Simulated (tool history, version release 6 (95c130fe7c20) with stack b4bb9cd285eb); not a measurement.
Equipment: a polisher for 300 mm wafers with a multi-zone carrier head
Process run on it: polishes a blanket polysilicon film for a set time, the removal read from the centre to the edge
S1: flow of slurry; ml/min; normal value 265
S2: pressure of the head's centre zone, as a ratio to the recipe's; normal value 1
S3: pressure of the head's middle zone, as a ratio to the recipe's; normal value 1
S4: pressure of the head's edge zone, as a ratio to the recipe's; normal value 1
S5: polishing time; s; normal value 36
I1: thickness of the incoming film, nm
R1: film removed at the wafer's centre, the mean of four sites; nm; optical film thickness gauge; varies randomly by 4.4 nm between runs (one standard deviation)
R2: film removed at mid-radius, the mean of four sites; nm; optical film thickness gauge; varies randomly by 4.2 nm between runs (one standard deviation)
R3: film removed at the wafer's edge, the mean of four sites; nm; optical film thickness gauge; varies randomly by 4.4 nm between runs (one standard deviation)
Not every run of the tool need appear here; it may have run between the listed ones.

run 1 day=0 | S1=265 S2=1 S3=1 S4=0.96 S5=36 | I1=1499 | R1=301.4 R2=299.1 R3=292.1
run 2 day=8.379 | S1=265 S2=1 S3=1 S4=0.96 S5=36 | I1=1507.4 | R1=304.8 R2=299.1 R3=303.5
run 3 day=10.525 | S1=265 S2=1 S3=1 S4=0.96 S5=36 | I1=1477.8 | R1=294.7 R2=289.5 R3=292.9
run 4 day=13.188 | S1=265 S2=0.91 S3=1 S4=1 S5=36 | I1=1516.6 | R1=270.3 R2=295.8 R3=284.9
run 5 day=14.721 | S1=265 S2=0.91 S3=1 S4=1 S5=36 | I1=1489.7 | R1=256 R2=282.1 R3=288.7
run 6 day=18.571 | S1=265 S2=1 S3=1 S4=1 S5=36 | I1=1492.4 | R1=271.7 R2=264.5 R3=264.6
run 7 day=21.646 | S1=265 S2=1 S3=1 S4=1 S5=36 | I1=1484 | R1=261.6 R2=262.4 R3=263.2
run 8 day=23.346 | S1=265 S2=1 S3=1 S4=1 S5=36 | I1=1509.8 | R1=265.2 R2=256.6 R3=257.1
run 9 day=26.079 | S1=265 S2=1 S3=0.92 S4=1.05 S5=36 | I1=1484.6 | R1=294.4 R2=274.1 R3=307.4
run 10 day=27.833 | S1=265 S2=1 S3=1 S4=1 S5=36 | I1=1465.6 | R1=297.7 R2=295.5 R3=303.2
run 11 day=32.2 | S1=265 S2=1 S3=1 S4=1 S5=36 | I1=1466.1 | R1=288.7 R2=287 R3=284.6
run 12 day=33.825 | S1=265 S2=1.04 S3=1 S4=1 S5=40 | I1=1488 | R1=334 R2=311.9 R3=314.8
run 13 day=36.662 | S1=265 S2=0.88 S3=1 S4=0.9 S5=36 | I1=1476.9 | R1=267.5 R2=303.8 R3=287.3
run 14 day=39.492 | S1=265 S2=1 S3=1 S4=1 S5=36 | I1=1488.5 | R1=299.9 R2=293.7 R3=289.8
run 15 day=41.158 | S1=265 S2=1 S3=1 S4=1.09 S5=41 | I1=1487.7 | R1=352.5 R2=346.5 R3=356.5
run 16 day=44.2 | S1=185 S2=1.12 S3=1.05 S4=1 S5=31 | I1=1512.4 | R1=267.1 R2=255.2 R3=244
run 17 day=51.738 | S1=265 S2=1.1 S3=1.04 S4=1 S5=46 | I1=1494.8 | R1=425.1 R2=399.7 R3=390.9
run 18 day=55.367 | S1=240 S2=1.09 S3=1 S4=1 S5=36 | I1=1503.3 | R1=320.4 R2=280.6 R3=289.2

Not shown here: 10 entries made in the log between runs. Locate each between two listed runs and compare the hidden state at the listed run before it with the hidden state at the listed run after it:
In the gap between runs 1 and 2: worn pad replaced by a new one (day 5.05)
  removal rate lost through wear of the pad, %: 1.71 -> 0.625
  measured less the result without the state, R1: -5.3 -> -1.9 nm; R2: -5.2 -> -1.9 nm; R3: -5.1 -> -1.9 nm
In the gap between runs 5 and 6: slurry nozzle cleaned (day 16.083); worn pad replaced by a new one (day 17.15)
  removal rate lost through wear of the pad, %: 5.1 -> 11.7
  measured less the result without the state, R1: -13.8 -> -36.1 nm; R2: -15.1 -> -35.2 nm; R3: -15.5 -> -35.2 nm
In the gap between runs 8 and 9: worn pad replaced by a new one, repeated, since the last time left the tool worse (day 24.208)
  removal rate lost through wear of the pad, %: 13.7 -> 1.46
  measured less the result without the state, R1: -42.1 -> -4.4 nm; R2: -40.8 -> -4.1 nm; R3: -40.9 -> -4.6 nm
In the gap between runs 10 and 11: carrier head's membrane replaced by a new one (day 31.262); centre zone pressure recalibrated (day 31.371)
  removal rate lost through wear of the pad, %: 1.99 -> 4.74
  measured less the result without the state, R1: -6 -> -14.4 nm; R2: -6 -> -14.3 nm; R3: -6.2 -> -14.1 nm
In the gap between runs 11 and 12: edge zone pressure recalibrated (day 33.696)
  removal rate lost through wear of the pad, %: 4.74 -> 6.29
  measured less the result without the state, R1: -14.4 -> -22.4 nm; R2: -14.3 -> -20.9 nm; R3: -14.1 -> -21.1 nm
In the gap between runs 12 and 13: worn pad replaced by a new one (day 36.642)
  removal rate lost through wear of the pad, %: 6.29 -> 0.646
  measured less the result without the state, R1: -22.4 -> -1.8 nm; R2: -20.9 -> -2 nm; R3: -21.1 -> -1.9 nm
In the gap between runs 14 and 15: slurry nozzle cleaned (day 39.571)
  removal rate lost through wear of the pad, %: 1.09 -> 1.75
  measured less the result without the state, R1: -3.3 -> -6.3 nm; R2: -3.3 -> -6.2 nm; R3: -3.2 -> -6.4 nm
In the gap between runs 16 and 17: worn pad replaced by a new one (day 48.933)
  removal rate lost through wear of the pad, %: 3.75 -> 0.445
  measured less the result without the state, R1: -10.4 -> -1.9 nm; R2: -9.9 -> -1.8 nm; R3: -9.5 -> -1.8 nm
